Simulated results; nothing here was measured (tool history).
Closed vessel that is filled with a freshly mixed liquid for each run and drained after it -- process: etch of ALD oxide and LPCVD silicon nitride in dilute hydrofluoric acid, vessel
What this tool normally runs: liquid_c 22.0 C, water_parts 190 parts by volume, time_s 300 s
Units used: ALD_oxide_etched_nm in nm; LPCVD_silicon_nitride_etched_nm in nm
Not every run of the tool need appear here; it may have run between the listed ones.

run   hour  liquid_c  water_parts  time_s  read-back film thickness of the ALD oxide reference wafer, read on the same gauge (nm)  read-back film thickness of the LPCVD silicon nitride reference wafer, read on the same gauge (nm)  ALD_oxide_etched_nm  LPCVD_silicon_nitride_etched_nm
  1    0.0      22.0          190     250                                                                                  140.00                                                                                              30.011                21.67                            0.582
  2   54.4      22.0          190     250                                                                                  140.00                                                                                              30.018                21.59                            0.591
  3   97.6      22.0          190     300                                                                                  140.05                                                                                              29.979                25.88                            0.705
  4  133.9      22.0          190     300                                                                                  140.02                                                                                              29.999                25.72                            0.664
  5  192.4      22.0          120     300                                                                                  140.03                                                                                              30.010                44.70                            1.078
  6  263.8      22.0          190     300                                                                                  139.98                                                                                              30.001                25.87                            0.682
  7  318.3      22.0          145     300                                                                                  139.98                                                                                              29.991                35.28                            0.870
  8  361.4      22.0          145     300                                                                                  139.98                                                                                              30.013                35.31                            0.919
     390.2  -- gauge calibrated
  9  416.0      22.0          190     300                                                                                  140.01                                                                                              30.000                25.68                            0.691
     437.9  -- thermometer replaced
 10  442.9      22.0          190     300                                                                                  140.00                                                                                              29.996                25.57                            0.675
 11  504.5      20.0          190     300                                                                                  140.01                                                                                              29.982                23.87                            0.565
 12  572.4      18.5          270     300                                                                                  139.98                                                                                              30.002                14.55                            0.400
 13  614.4      22.0          190     300                                                                                  139.99                                                                                              29.990                25.38                            0.670
 14  668.9      22.0          190     300                                                                                  140.05                                                                                              30.016                25.29                            0.647
     686.7  -- hydrofluoric acid flow meter replaced
 15  720.9      22.0          225     125                                                                                  140.03                                                                                              30.002                 8.91                            0.251
 16  754.1      22.0          190     300                                                                                  139.99                                                                                              29.987                26.06                            0.729
 17  822.1      22.0          190     300                                                                                  140.00                                                                                              29.996                26.02                            0.650
 18  867.9      22.0          100     410                                                                                  139.96                                                                                              30.006                74.89                            1.886
 19  897.7      20.0          125     300                                                                                  139.98                                                                                              30.013                39.07                            0.900
 20  948.8      17.5          280     410                                                                                  140.01                                                                                              29.974                18.79                            0.502

The next listed run, before its measurement:
 21  1026.3      22.0          190     190                                                                                       ?                                                                                                   ?                    ?                                ?

{"run 21": {"read-back film thickness of the ALD oxide reference wafer, read on the same gauge (nm)": 140.03, "read-back film thickness of the LPCVD silicon nitride reference wafer, read on the same gauge (nm)": 30.001, "ALD_oxide_etched_nm": 16.52, "LPCVD_silicon_nitride_etched_nm": 0.455}}
On a tool with no hidden condition, and with the same random variation, this run would have come out at ALD_oxide_etched_nm 16.70 nm, LPCVD_silicon_nitride_etched_nm 0.459 nm.
